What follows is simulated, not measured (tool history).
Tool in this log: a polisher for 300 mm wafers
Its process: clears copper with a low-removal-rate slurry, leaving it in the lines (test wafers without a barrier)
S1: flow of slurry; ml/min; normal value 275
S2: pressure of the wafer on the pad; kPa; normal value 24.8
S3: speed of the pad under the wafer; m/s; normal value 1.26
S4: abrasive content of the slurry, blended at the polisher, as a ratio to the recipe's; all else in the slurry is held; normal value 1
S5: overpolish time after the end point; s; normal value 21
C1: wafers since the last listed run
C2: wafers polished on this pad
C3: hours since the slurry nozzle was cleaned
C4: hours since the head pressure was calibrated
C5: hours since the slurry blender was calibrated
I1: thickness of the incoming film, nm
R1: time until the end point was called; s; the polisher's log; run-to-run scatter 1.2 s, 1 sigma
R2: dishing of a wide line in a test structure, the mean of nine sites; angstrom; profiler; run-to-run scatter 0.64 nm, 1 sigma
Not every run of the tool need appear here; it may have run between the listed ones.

run 1 hour=0 | S1=345 S2=24.8 S3=1.26 S4=1 S5=21 | C1=0 C2=477 C3=775.4 C4=249.1 C5=144.2 | I1=469.8 | R1=79.9 R2=457
run 2 hour=7.7 | S1=345 S2=24.8 S3=1.26 S4=1 S5=21 | C1=62 C2=540 C3=783.1 C4=256.8 C5=151.9 | I1=478.9 | R1=79.4 R2=454
run 3 hour=21.1 | S1=345 S2=24.8 S3=1.26 S4=1 S5=21 | C1=108 C2=649 C3=796.5 C4=270.2 C5=165.3 | I1=478.2 | R1=81.6 R2=452
-- hour=22.6 slurry nozzle cleaned
-- hour=29 worn pad replaced by a new one
run 4 hour=29.5 | S1=275 S2=24.8 S3=1.26 S4=1 S5=21 | C1=27 C2=3 C3=6.9 C4=278.6 C5=173.7 | I1=488.5 | R1=83.7 R2=452
-- hour=35.1 slurry blender recalibrated
run 5 hour=64.6 | S1=275 S2=24.8 S3=1.26 S4=1 S5=21 | C1=268 C2=272 C3=42 C4=313.7 C5=29.5 | I1=484 | R1=82.2 R2=446
run 6 hour=74.3 | S1=275 S2=24.8 S3=1.26 S4=1 S5=21 | C1=78 C2=351 C3=51.7 C4=323.4 C5=39.2 | I1=476.1 | R1=80.2 R2=439
run 7 hour=85.8 | S1=315 S2=24.8 S3=1.26 S4=1 S5=21 | C1=93 C2=444 C3=63.2 C4=334.9 C5=50.7 | I1=481.8 | R1=77.4 R2=439
run 8 hour=101.7 | S1=315 S2=24.8 S3=1.26 S4=1 S5=21 | C1=129 C2=573 C3=79.1 C4=350.8 C5=66.6 | I1=481.3 | R1=80.5 R2=459
run 9 hour=112.3 | S1=315 S2=24.8 S3=1.26 S4=1 S5=21 | C1=86 C2=659 C3=89.7 C4=361.4 C5=77.2 | I1=473.5 | R1=79.7 R2=456
-- hour=123 worn pad replaced by a new one
run 10 hour=123.6 | S1=275 S2=31.7 S3=1.26 S4=1 S5=26 | C1=59 C2=5 C3=101 C4=372.7 C5=88.5 | I1=482.3 | R1=62.2 R2=523
run 11 hour=134 | S1=275 S2=24.8 S3=1.26 S4=1 S5=17 | C1=84 C2=89 C3=111.4 C4=383.1 C5=98.9 | I1=484.3 | R1=78.6 R2=421
run 12 hour=151.6 | S1=275 S2=24.8 S3=1.26 S4=1 S5=21 | C1=142 C2=232 C3=129 C4=400.7 C5=116.5 | I1=482.2 | R1=77.9 R2=453
run 13 hour=169.1 | S1=275 S2=24.8 S3=1.26 S4=1 S5=21 | C1=142 C2=374 C3=146.5 C4=418.2 C5=134 | I1=479.2 | R1=78.7 R2=458
run 14 hour=186.5 | S1=275 S2=24.8 S3=0.84 S4=1 S5=21 | C1=141 C2=515 C3=163.9 C4=435.6 C5=151.4 | I1=487.2 | R1=122 R2=385
run 15 hour=201.3 | S1=275 S2=24.8 S3=1.26 S4=1 S5=32 | C1=120 C2=636 C3=178.7 C4=450.4 C5=166.2 | I1=477.1 | R1=79.3 R2=505
-- hour=203.4 slurry blender recalibrated
run 16 hour=210 | S1=275 S2=24.8 S3=1.26 S4=1.2 S5=26 | C1=54 C2=690 C3=187.4 C4=459.1 C5=6.6 | I1=479.2 | R1=75.9 R2=485
run 17 hour=217 | S1=275 S2=24.8 S3=1.66 S4=1 S5=21 | C1=56 C2=747 C3=194.4 C4=466.1 C5=13.6 | I1=479.9 | R1=59.4 R2=478
-- hour=225 head pressure recalibrated
-- hour=227.3 worn pad replaced by a new one
run 18 hour=227.8 | S1=275 S2=24.8 S3=1.26 S4=1 S5=21 | C1=52 C2=3 C3=205.2 C4=2.8 C5=24.4 | I1=483.4 | R1=88.8 R2=440
run 19 hour=239.9 | S1=230 S2=24.8 S3=1.02 S4=1 S5=21 | C1=98 C2=102 C3=217.3 C4=14.9 C5=36.5 | I1=474.2 | R1=110.5 R2=396
run 20 hour=249.8 | S1=330 S2=24.8 S3=1.26 S4=1 S5=21 | C1=80 C2=182 C3=227.2 C4=24.8 C5=46.4 | I1=488.2 | R1=86.5 R2=446
run 21 hour=262.2 | S1=275 S2=24.8 S3=0.86 S4=0.9 S5=29 | C1=100 C2=283 C3=239.6 C4=37.2 C5=58.8 | I1=476.8 | R1=128.5 R2=417
run 22 hour=276.2 | S1=275 S2=24.8 S3=1.26 S4=1 S5=21 | C1=113 C2=396 C3=253.6 C4=51.2 C5=72.8 | I1=478 | R1=84.9 R2=441
run 23 hour=284.3 | S1=180 S2=24.8 S3=1.26 S4=0.8 S5=21 | C1=65 C2=462 C3=261.7 C4=59.3 C5=80.9 | I1=473.8 | R1=92.4 R2=421
run 24 hour=292.4 | S1=275 S2=24.8 S3=1.26 S4=0.85 S5=29 | C1=65 C2=528 C3=269.8 C4=67.4 C5=89 | I1=482 | R1=87 R2=486
run 25 hour=301.8 | S1=275 S2=28.3 S3=1.26 S4=0.75 S5=11 | C1=76 C2=604 C3=279.2 C4=76.8 C5=98.4 | I1=477.6 | R1=78.2 R2=334
run 26 hour=317.6 | S1=275 S2=24.8 S3=0.98 S4=1 S5=16 | C1=128 C2=733 C3=295 C4=92.6 C5=114.2 | I1=474.6 | R1=107.7 R2=343
run 27 hour=323.9 | S1=275 S2=31.7 S3=1.26 S4=1.2 S5=21 | C1=51 C2=784 C3=301.3 C4=98.9 C5=120.5 | I1=478 | R1=64.8 R2=491
-- hour=331.3 worn pad replaced by a new one
run 28 hour=333.5 | S1=275 S2=24.8 S3=1.26 S4=1 S5=26 | C1=45 C2=18 C3=310.9 C4=108.5 C5=130.1 | I1=477.1 | R1=85.8 R2=488
run 29 hour=343.6 | S1=315 S2=24.8 S3=1.26 S4=1 S5=21 | C1=82 C2=100 C3=321 C4=118.6 C5=140.2 | I1=472.3 | R1=81.2 R2=445

Predict each of these 3 candidate next runs independently; none follows another, all start after run 29:
run A hour=344.1 | S1=275 S2=24.8 S3=1.14 S4=1 S5=21 | C1=4 C2=104 C3=321.5 C4=119.1 C5=140.7 | I1=479.3 | R1=? R2=?
run B hour=344.1 | S1=275 S2=27.6 S3=1.26 S4=1 S5=17 | C1=4 C2=104 C3=321.5 C4=119.1 C5=140.7 | I1=479.3 | R1=? R2=?
run C hour=344.1 | S1=230 S2=24.8 S3=1.26 S4=0.75 S5=21 | C1=4 C2=104 C3=321.5 C4=119.1 C5=140.7 | I1=479.3 | R1=? R2=?

run=A R1=92.6 R2=441
run=B R1=75.5 R2=442
run=C R1=88.8 R2=448
With the hidden condition removed and each run's random variation left untouched, the same runs would have given:
run=A R1=96.4 R2=432
run=B R1=78.6 R2=434
run=C R1=92.5 R2=440
